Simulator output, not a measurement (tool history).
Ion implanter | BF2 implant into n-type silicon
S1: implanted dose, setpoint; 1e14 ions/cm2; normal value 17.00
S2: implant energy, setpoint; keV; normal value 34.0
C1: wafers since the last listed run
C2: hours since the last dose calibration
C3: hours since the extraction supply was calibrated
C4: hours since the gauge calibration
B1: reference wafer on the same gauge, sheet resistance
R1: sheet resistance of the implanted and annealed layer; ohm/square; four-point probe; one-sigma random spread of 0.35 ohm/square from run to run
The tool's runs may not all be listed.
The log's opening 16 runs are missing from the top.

run,hour,S1,S2,C1,C2,C3,C4,B1,R1
17,783.3,18.32,40.5,866,1520.0,4923.6,127.5,155.05,147.90
18,835.4,21.81,30.0,910,1572.1,4975.7,179.6,155.07,174.47
19,885.4,20.68,45.5,873,1622.1,5025.7,229.6,154.98,135.75
20,913.3,14.69,45.5,487,1650.0,5053.6,257.5,155.01,142.66
21,949.8,21.01,43.5,637,1686.5,5090.1,294.0,155.05,139.13
# hour 959.6: Faraday cup replaced and dose calibrated
22,1000.4,19.22,28.5,744,40.8,5140.7,344.6,154.98,182.44
23,1025.3,13.90,34.0,435,65.7,5165.6,369.5,154.96,170.99
24,1049.9,14.28,41.5,429,90.3,5190.2,394.1,155.11,151.49
25,1085.8,17.00,34.0,627,126.2,5226.1,430.0,155.08,166.57
26,1128.0,17.00,34.0,737,168.4,5268.3,472.2,155.00,166.52
# hour 1268.5: extraction supply calibrated
27,1312.0,17.00,34.0,3075,352.4,43.5,656.2,154.92,169.83
28,1354.1,14.70,39.5,735,394.5,85.6,698.3,154.96,158.74
29,1414.1,20.74,25.0,1048,454.5,145.6,758.3,155.01,201.37
30,1440.0,12.71,25.0,452,480.4,171.5,784.2,154.99,213.39
31,1497.2,17.00,26.5,999,537.6,228.7,841.4,154.90,199.01
32,1563.1,13.35,40.0,1151,603.5,294.6,907.3,155.06,160.24
33,1610.8,14.51,34.0,833,651.2,342.3,955.0,154.94,173.52
34,1653.1,14.36,24.0,739,693.5,384.6,997.3,154.99,216.12
35,1807.7,15.63,30.5,2701,848.1,539.2,1151.9,154.97,183.76
36,1835.0,17.00,34.0,476,875.4,566.5,1179.2,154.94,170.05

Alternative continuations, all from the tool just after run 36; predict every row:
A,1835.4,17.00,34.0,6,875.8,566.9,1179.6,?,?
B,1835.4,12.62,30.0,6,875.8,566.9,1179.6,?,?
C,1835.4,17.00,40.5,6,875.8,566.9,1179.6,?,?
D,1835.4,17.00,24.5,6,875.8,566.9,1179.6,?,?
E,1835.4,12.77,34.0,6,875.8,566.9,1179.6,?,?

run,B1,R1
A,155.08,169.49
B,155.08,190.67
C,155.08,152.17
D,155.08,207.77
E,155.08,176.58
Without the tool's hidden state the same runs would have given:
run,R1
A,170.46
B,191.74
C,153.03
D,208.96
E,177.55
